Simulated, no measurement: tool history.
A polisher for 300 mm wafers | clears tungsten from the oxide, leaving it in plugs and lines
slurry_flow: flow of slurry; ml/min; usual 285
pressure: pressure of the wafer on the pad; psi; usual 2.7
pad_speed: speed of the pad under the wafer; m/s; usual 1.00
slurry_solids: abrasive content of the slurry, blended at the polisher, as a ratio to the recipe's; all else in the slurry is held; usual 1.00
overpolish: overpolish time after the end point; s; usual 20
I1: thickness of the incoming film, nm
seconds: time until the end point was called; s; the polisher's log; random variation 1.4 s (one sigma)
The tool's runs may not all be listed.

run 1 hour=0.0 | slurry_flow=285 pressure=2.0 pad_speed=1.00 slurry_solids=1.00 overpolish=20 | I1=281.4 | seconds=111.5
-- hour=20.9 worn pad replaced by a new one
run 2 hour=60.8 | slurry_flow=285 pressure=2.0 pad_speed=1.00 slurry_solids=1.00 overpolish=20 | I1=282.7 | seconds=116.0
-- hour=88.1 head pressure recalibrated
run 3 hour=92.8 | slurry_flow=285 pressure=2.3 pad_speed=1.00 slurry_solids=0.80 overpolish=20 | I1=282.9 | seconds=114.2
run 4 hour=141.0 | slurry_flow=285 pressure=2.7 pad_speed=1.00 slurry_solids=1.20 overpolish=14 | I1=276.7 | seconds=84.0
run 5 hour=195.0 | slurry_flow=285 pressure=2.0 pad_speed=1.00 slurry_solids=1.00 overpolish=20 | I1=283.9 | seconds=121.0
run 6 hour=236.5 | slurry_flow=285 pressure=2.7 pad_speed=1.00 slurry_solids=1.00 overpolish=16 | I1=279.1 | seconds=94.3
-- hour=266.7 slurry blender recalibrated
run 7 hour=284.9 | slurry_flow=285 pressure=2.7 pad_speed=1.00 slurry_solids=1.15 overpolish=9 | I1=284.0 | seconds=76.6
-- hour=288.8 slurry nozzle cleaned
-- hour=307.0 slurry tank refilled with fresh slurry and peroxide
run 8 hour=348.8 | slurry_flow=355 pressure=2.3 pad_speed=0.66 slurry_solids=0.80 overpolish=20 | I1=281.2 | seconds=129.4
run 9 hour=397.8 | slurry_flow=365 pressure=2.7 pad_speed=1.00 slurry_solids=1.00 overpolish=28 | I1=281.2 | seconds=87.1
-- hour=455.6 worn pad replaced by a new one
run 10 hour=465.6 | slurry_flow=220 pressure=2.1 pad_speed=1.00 slurry_solids=0.70 overpolish=20 | I1=280.2 | seconds=134.5
run 11 hour=525.9 | slurry_flow=350 pressure=3.0 pad_speed=1.14 slurry_solids=1.15 overpolish=20 | I1=284.9 | seconds=72.9
run 12 hour=554.9 | slurry_flow=285 pressure=2.4 pad_speed=1.32 slurry_solids=0.85 overpolish=20 | I1=276.9 | seconds=88.8
run 13 hour=621.2 | slurry_flow=365 pressure=2.7 pad_speed=1.00 slurry_solids=1.00 overpolish=28 | I1=279.3 | seconds=93.2
run 14 hour=664.7 | slurry_flow=255 pressure=2.7 pad_speed=1.00 slurry_solids=1.00 overpolish=10 | I1=276.6 | seconds=95.5
run 15 hour=690.8 | slurry_flow=285 pressure=2.7 pad_speed=1.00 slurry_solids=1.00 overpolish=20 | I1=277.8 | seconds=96.7
-- hour=711.1 slurry blender recalibrated
-- hour=724.2 slurry tank refilled with fresh slurry and peroxide
run 16 hour=738.7 | slurry_flow=260 pressure=2.7 pad_speed=1.00 slurry_solids=1.00 overpolish=29 | I1=281.2 | seconds=81.3
run 17 hour=797.1 | slurry_flow=285 pressure=2.7 pad_speed=1.00 slurry_solids=1.00 overpolish=17 | I1=277.4 | seconds=82.0
-- hour=818.3 head pressure recalibrated
-- hour=823.5 worn pad replaced by a new one
run 18 hour=824.0 | slurry_flow=285 pressure=3.3 pad_speed=1.00 slurry_solids=1.20 overpolish=20 | I1=276.7 | seconds=64.9
run 19 hour=850.8 | slurry_flow=285 pressure=2.7 pad_speed=0.90 slurry_solids=1.00 overpolish=20 | I1=279.5 | seconds=94.2
run 20 hour=897.1 | slurry_flow=285 pressure=2.2 pad_speed=1.00 slurry_solids=1.00 overpolish=20 | I1=277.8 | seconds=110.0
run 21 hour=945.6 | slurry_flow=215 pressure=2.7 pad_speed=1.00 slurry_solids=0.75 overpolish=20 | I1=274.8 | seconds=104.5
run 22 hour=989.0 | slurry_flow=285 pressure=2.7 pad_speed=1.00 slurry_solids=1.00 overpolish=20 | I1=280.9 | seconds=93.6
run 23 hour=1027.8 | slurry_flow=210 pressure=2.7 pad_speed=1.00 slurry_solids=0.90 overpolish=15 | I1=282.7 | seconds=98.8
-- hour=1061.7 slurry nozzle cleaned
run 24 hour=1067.9 | slurry_flow=285 pressure=2.7 pad_speed=1.32 slurry_solids=0.85 overpolish=20 | I1=284.1 | seconds=85.6
-- hour=1109.2 slurry blender recalibrated
-- hour=1136.7 slurry tank refilled with fresh slurry and peroxide
run 25 hour=1138.4 | slurry_flow=350 pressure=2.7 pad_speed=1.00 slurry_solids=1.00 overpolish=20 | I1=283.7 | seconds=79.3

Forecast each of these 5 alternatives for the next run:
run A hour=1138.9 | slurry_flow=285 pressure=2.7 pad_speed=1.00 slurry_solids=1.00 overpolish=20 | I1=282.2 | seconds=?
run B hour=1138.9 | slurry_flow=190 pressure=2.7 pad_speed=1.30 slurry_solids=1.10 overpolish=20 | I1=282.2 | seconds=?
run C hour=1138.9 | slurry_flow=370 pressure=3.1 pad_speed=1.00 slurry_solids=1.00 overpolish=20 | I1=282.2 | seconds=?
run D hour=1138.9 | slurry_flow=285 pressure=2.7 pad_speed=0.84 slurry_solids=1.00 overpolish=20 | I1=282.2 | seconds=?
run E hour=1138.9 | slurry_flow=285 pressure=1.9 pad_speed=0.90 slurry_solids=0.75 overpolish=11 | I1=282.2 | seconds=?

run=A seconds=82.8
run=B seconds=70.8
run=C seconds=71.3
run=D seconds=91.6
run=E seconds=137.3
Without the tool's hidden state the same runs would have given:
run=A seconds=80.3
run=B seconds=68.7
run=C seconds=69.2
run=D seconds=88.9
run=E seconds=133.4

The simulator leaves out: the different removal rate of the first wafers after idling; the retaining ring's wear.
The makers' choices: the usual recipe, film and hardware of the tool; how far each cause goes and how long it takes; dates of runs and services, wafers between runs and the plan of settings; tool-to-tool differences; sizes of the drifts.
